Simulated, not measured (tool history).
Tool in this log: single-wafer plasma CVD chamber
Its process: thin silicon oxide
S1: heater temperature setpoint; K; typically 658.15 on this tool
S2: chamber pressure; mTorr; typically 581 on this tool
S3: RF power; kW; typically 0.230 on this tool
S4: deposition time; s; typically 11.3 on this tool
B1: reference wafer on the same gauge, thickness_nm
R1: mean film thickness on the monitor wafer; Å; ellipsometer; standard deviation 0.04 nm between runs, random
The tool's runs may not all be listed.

run     day      S1   S2     S3    S4      B1      R1
  1   0.000  658.15  581  0.230  11.3  10.487  131.38
  2   0.600  658.15  581  0.230  11.3  10.507  131.34
  3   1.054  658.15  581  0.230  11.3  10.494  131.19
  4   1.750  658.15  581  0.230  11.3  10.485  131.19
  5   2.146  658.15  659  0.230  11.8  10.508  151.75
  6   2.521  646.15  581  0.210  11.3  10.504  129.01
      3.183  -- showerhead replaced
  7   3.204  646.15  581  0.210  11.3  10.494  128.42
  8   3.312  646.15  581  0.210  11.3  10.501  128.75
  9   4.046  658.15  581  0.230  11.3  10.499  131.94
 10   4.392  649.15  581  0.230  11.3  10.501  132.74
      5.100  -- RF generator calibrated
 11   5.121  658.15  581  0.265   9.6  10.489  118.30
 12   5.350  654.15  581  0.220  11.3  10.490  130.90
      5.538  -- gauge calibrated
 13   5.929  644.15  581  0.205   9.4  10.497  107.29
      6.392  -- thermocouple changed; heater temperature recalibrated
 14   6.508  658.15  581  0.265  12.5  10.495  153.75
 15   6.904  658.15  581  0.230  11.3  10.508  132.62
      7.867  -- capacitance manometer re-zeroed and calibrated
 16   8.404  662.15  475  0.250  11.3  10.485  108.75
 17   9.192  658.15  581  0.230  11.3  10.492  124.91
 18   9.871  648.15  648  0.230  11.3  10.500  136.90
 19  10.433  648.15  698  0.270   9.9  10.500  135.05
 20  10.775  652.15  581  0.255   9.5  10.502  108.97
 21  11.188  662.15  581  0.230  11.3  10.514  123.54
 22  12.429  658.15  581  0.210   9.1  10.502   97.33
 23  12.921  652.15  686  0.230  11.3  10.502  142.84
 24  13.404  646.15  656  0.230  13.5  10.507  164.40
 25  13.775  658.15  581  0.255   9.5  10.503  108.57
 26  14.096  658.15  581  0.265   9.6  10.493  110.52
 27  14.829  658.15  463  0.230  12.0  10.500  110.69
 28  15.425  658.15  581  0.230  11.3  10.504  124.37

Below are 5 alternative next runs, each starting from the tool's condition after run 28. Predict each:
  A  15.442  658.15  581  0.230  11.3   ?   ?
  B  15.442  645.15  581  0.230  11.3   ?   ?
  C  15.442  668.15  676  0.200  11.3   ?   ?
  D  15.442  658.15  581  0.190  11.3   ?   ?
  E  15.442  658.15  652  0.230  12.0   ?   ?

run      B1      R1
  A  10.490  124.19
  B  10.490  125.42
  C  10.490  132.65
  D  10.490  116.29
  E  10.490  144.53
Stripped of hidden state, with their random variation kept, the same runs would have yielded:
run      R1
  A  124.11
  B  125.34
  C  132.56
  D  116.21
  E  144.43
